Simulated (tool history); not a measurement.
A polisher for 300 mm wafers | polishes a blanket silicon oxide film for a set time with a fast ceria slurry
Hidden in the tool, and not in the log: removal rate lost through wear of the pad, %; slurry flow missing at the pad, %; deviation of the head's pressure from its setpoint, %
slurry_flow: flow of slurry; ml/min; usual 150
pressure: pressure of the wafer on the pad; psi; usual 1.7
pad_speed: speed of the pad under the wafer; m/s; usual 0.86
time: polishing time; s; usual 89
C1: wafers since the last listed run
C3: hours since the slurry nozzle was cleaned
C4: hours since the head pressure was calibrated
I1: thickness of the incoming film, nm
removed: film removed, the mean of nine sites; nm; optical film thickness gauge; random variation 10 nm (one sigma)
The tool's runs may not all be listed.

{"run": 1, "day": 0.0, "slurry_flow": 150, "pressure": 1.7, "pad_speed": 0.86, "time": 89, "C1": 0, "wafers polished on this pad": 61, "C3": 433.7, "C4": 184.5, "I1": 3195.1, "removed": 863.2}
{"run": 2, "day": 0.804, "slurry_flow": 150, "pressure": 1.7, "pad_speed": 0.86, "time": 89, "C1": 209, "wafers polished on this pad": 271, "C3": 453.0, "C4": 203.8, "I1": 3208.4, "removed": 845.6}
{"run": 3, "day": 2.262, "slurry_flow": 150, "pressure": 1.7, "pad_speed": 0.86, "time": 89, "C1": 379, "wafers polished on this pad": 651, "C3": 488.0, "C4": 238.8, "I1": 3231.1, "removed": 866.2}
{"day": 2.888, "done": "worn pad replaced by a new one"}
{"run": 4, "day": 2.946, "slurry_flow": 150, "pressure": 1.7, "pad_speed": 0.86, "time": 89, "C1": 134, "wafers polished on this pad": 14, "C3": 504.4, "C4": 255.2, "I1": 3161.4, "removed": 852.0}
{"run": 5, "day": 3.988, "slurry_flow": 150, "pressure": 1.7, "pad_speed": 0.86, "time": 89, "C1": 271, "wafers polished on this pad": 286, "C3": 529.4, "C4": 280.2, "I1": 3203.5, "removed": 858.9}
{"run": 6, "day": 5.175, "slurry_flow": 150, "pressure": 1.7, "pad_speed": 0.86, "time": 89, "C1": 309, "wafers polished on this pad": 595, "C3": 557.9, "C4": 308.7, "I1": 3233.2, "removed": 864.2}
{"run": 7, "day": 6.275, "slurry_flow": 150, "pressure": 1.7, "pad_speed": 1.02, "time": 89, "C1": 286, "wafers polished on this pad": 881, "C3": 584.3, "C4": 335.1, "I1": 3210.3, "removed": 966.3}
{"day": 6.454, "done": "worn pad replaced by a new one"}
{"run": 8, "day": 6.896, "slurry_flow": 185, "pressure": 1.4, "pad_speed": 1.12, "time": 62, "C1": 118, "wafers polished on this pad": 115, "C3": 599.2, "C4": 350.0, "I1": 3199.0, "removed": 610.5}
{"run": 9, "day": 7.708, "slurry_flow": 110, "pressure": 2.0, "pad_speed": 1.12, "time": 112, "C1": 211, "wafers polished on this pad": 326, "C3": 618.7, "C4": 369.5, "I1": 3161.7, "removed": 1466.4}
{"day": 8.596, "done": "head pressure recalibrated"}
{"run": 10, "day": 9.204, "slurry_flow": 130, "pressure": 1.4, "pad_speed": 0.86, "time": 59, "C1": 367, "wafers polished on this pad": 694, "C3": 654.6, "C4": 14.6, "I1": 3138.7, "removed": 464.8}
{"day": 9.533, "done": "worn pad replaced by a new one"}
{"day": 9.575, "done": "slurry nozzle cleaned"}
{"run": 11, "day": 9.962, "slurry_flow": 150, "pressure": 1.7, "pad_speed": 0.86, "time": 89, "C1": 143, "wafers polished on this pad": 100, "C3": 9.3, "C4": 32.8, "I1": 3251.3, "removed": 875.6}
{"run": 12, "day": 10.921, "slurry_flow": 110, "pressure": 1.7, "pad_speed": 0.86, "time": 74, "C1": 249, "wafers polished on this pad": 350, "C3": 32.3, "C4": 55.8, "I1": 3214.8, "removed": 679.6}
{"run": 13, "day": 11.688, "slurry_flow": 150, "pressure": 1.7, "pad_speed": 0.86, "time": 89, "C1": 199, "wafers polished on this pad": 550, "C3": 50.7, "C4": 74.2, "I1": 3197.7, "removed": 868.8}
{"run": 14, "day": 13.142, "slurry_flow": 150, "pressure": 1.7, "pad_speed": 0.64, "time": 115, "C1": 378, "wafers polished on this pad": 928, "C3": 85.6, "C4": 109.1, "I1": 3162.2, "removed": 940.9}

3 ways to go on from here, each from the tool as it stands after run 14. What would each give?
{"run": "A", "day": 13.158, "slurry_flow": 150, "pressure": 1.7, "pad_speed": 0.86, "time": 89, "C1": 4, "wafers polished on this pad": 933, "C3": 86.0, "C4": 109.5, "I1": 3166.5, "removed": "?"}
{"run": "B", "day": 13.158, "slurry_flow": 150, "pressure": 1.7, "pad_speed": 1.14, "time": 89, "C1": 4, "wafers polished on this pad": 933, "C3": 86.0, "C4": 109.5, "I1": 3166.5, "removed": "?"}
{"run": "C", "day": 13.158, "slurry_flow": 195, "pressure": 1.2, "pad_speed": 0.6, "time": 73, "C1": 4, "wafers polished on this pad": 933, "C3": 86.0, "C4": 109.5, "I1": 3166.5, "removed": "?"}

run=A removed=859.4
run=B removed=1027.3
run=C removed=423.2
Without the tool's hidden state the same runs would have given:
run=A removed=859.4
run=B removed=1027.3
run=C removed=423.2
